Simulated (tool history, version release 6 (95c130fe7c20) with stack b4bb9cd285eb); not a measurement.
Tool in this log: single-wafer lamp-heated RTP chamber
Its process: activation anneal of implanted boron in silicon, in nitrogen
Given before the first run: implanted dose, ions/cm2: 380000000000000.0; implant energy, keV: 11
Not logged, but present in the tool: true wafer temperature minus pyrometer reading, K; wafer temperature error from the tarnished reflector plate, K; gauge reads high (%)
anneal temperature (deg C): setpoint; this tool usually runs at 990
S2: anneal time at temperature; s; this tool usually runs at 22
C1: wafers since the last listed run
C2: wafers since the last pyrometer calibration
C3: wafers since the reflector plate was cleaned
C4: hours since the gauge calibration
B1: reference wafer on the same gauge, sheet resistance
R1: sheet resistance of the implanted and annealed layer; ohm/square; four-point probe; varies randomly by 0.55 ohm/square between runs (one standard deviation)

Run 1, hour 0: usual settings but anneal temperature (deg C) 977; C1 0; C2 4719; C3 871; C4 63.8; B1 287.02. Result: R1 299.49 ohm/square.
Run 2, hour 44.9: usual settings but anneal temperature (deg C) 977; C1 802; C2 5522; C3 1674; C4 108.7; B1 287.01. Result: R1 298.35 ohm/square.
Run 3, hour 102.9: usual settings but anneal temperature (deg C) 977; C1 1037; C2 6559; C3 2712; C4 166.7; B1 286.92. Result: R1 297.79 ohm/square.
Run 4, hour 206.6: usual settings; C1 1854; C2 8414; C3 4566; C4 270.4; B1 287.01. Result: R1 292.27 ohm/square.
At hour 232.9: pyrometer window cleaned and pyrometer calibrated.
Run 5, hour 276.2: usual settings; C1 1101; C2 774; C3 5668; C4 340; B1 286.95. Result: R1 293.77 ohm/square.
Run 6, hour 332.8: usual settings; C1 1012; C2 1786; C3 6680; C4 396.6; B1 286.96. Result: R1 294.35 ohm/square.
Run 7, hour 403.7: usual settings; C1 1267; C2 3054; C3 7948; C4 467.5; B1 287.1. Result: R1 293.45 ohm/square.
Run 8, hour 476.5: usual settings; C1 1301; C2 4356; C3 9250; C4 540.3; B1 286.83. Result: R1 292.89 ohm/square.
Run 9, hour 555.1: usual settings; C1 1405; C2 5761; C3 10655; C4 618.9; B1 287.03. Result: R1 293.78 ohm/square.
At hour 737.2: pyrometer window cleaned and pyrometer calibrated.
At hour 740.3: reflector plate cleaned.
Run 10, hour 748.6: usual settings; C1 3261; C2 147; C3 147; C4 812.4; B1 286.91. Result: R1 296.78 ohm/square.
Run 11, hour 787.6: usual settings but S2 12 s; C1 697; C2 845; C3 845; C4 851.4; B1 287.12. Result: R1 297.73 ohm/square.
Run 12, hour 837: usual settings but S2 12 s; C1 883; C2 1728; C3 1728; C4 900.8; B1 286.87. Result: R1 297.3 ohm/square.
Run 13, hour 924: usual settings; C1 1555; C2 3284; C3 3284; C4 987.8; B1 287.14. Result: R1 295.49 ohm/square.
Run 14, hour 1016.2: usual settings; C1 1648; C2 4933; C3 4933; C4 1080; B1 287.08. Result: R1 293.77 ohm/square.
Run 15, hour 1102.9: usual settings; C1 1550; C2 6483; C3 6483; C4 1166.7; B1 287.04. Result: R1 293.07 ohm/square.
At hour 1179.2: pyrometer window cleaned and pyrometer calibrated.
Run 16, hour 1193: usual settings; C1 1468; C2 246; C3 7951; C4 1256.8; B1 287.04. Result: R1 294.93 ohm/square.
Run 17, hour 1241.5: usual settings but S2 13 s; C1 867; C2 1113; C3 8819; C4 1305.3; B1 286.98. Result: R1 295.26 ohm/square.

Run 18, settings as shown, results not yet in. Your forecast:
Run 18, hour 1333.9: usual settings but anneal temperature (deg C) 970, S2 31 s; C1 1652; C2 2766; C3 10471; C4 1397.7; B1 ?. Result: R1 ?.

{"run 18": {"B1": 287.12, "R1": 299.21}}
Were there no unlogged condition in the tool, this run, its random variation unchanged, would have produced R1 308.67 ohm/square.
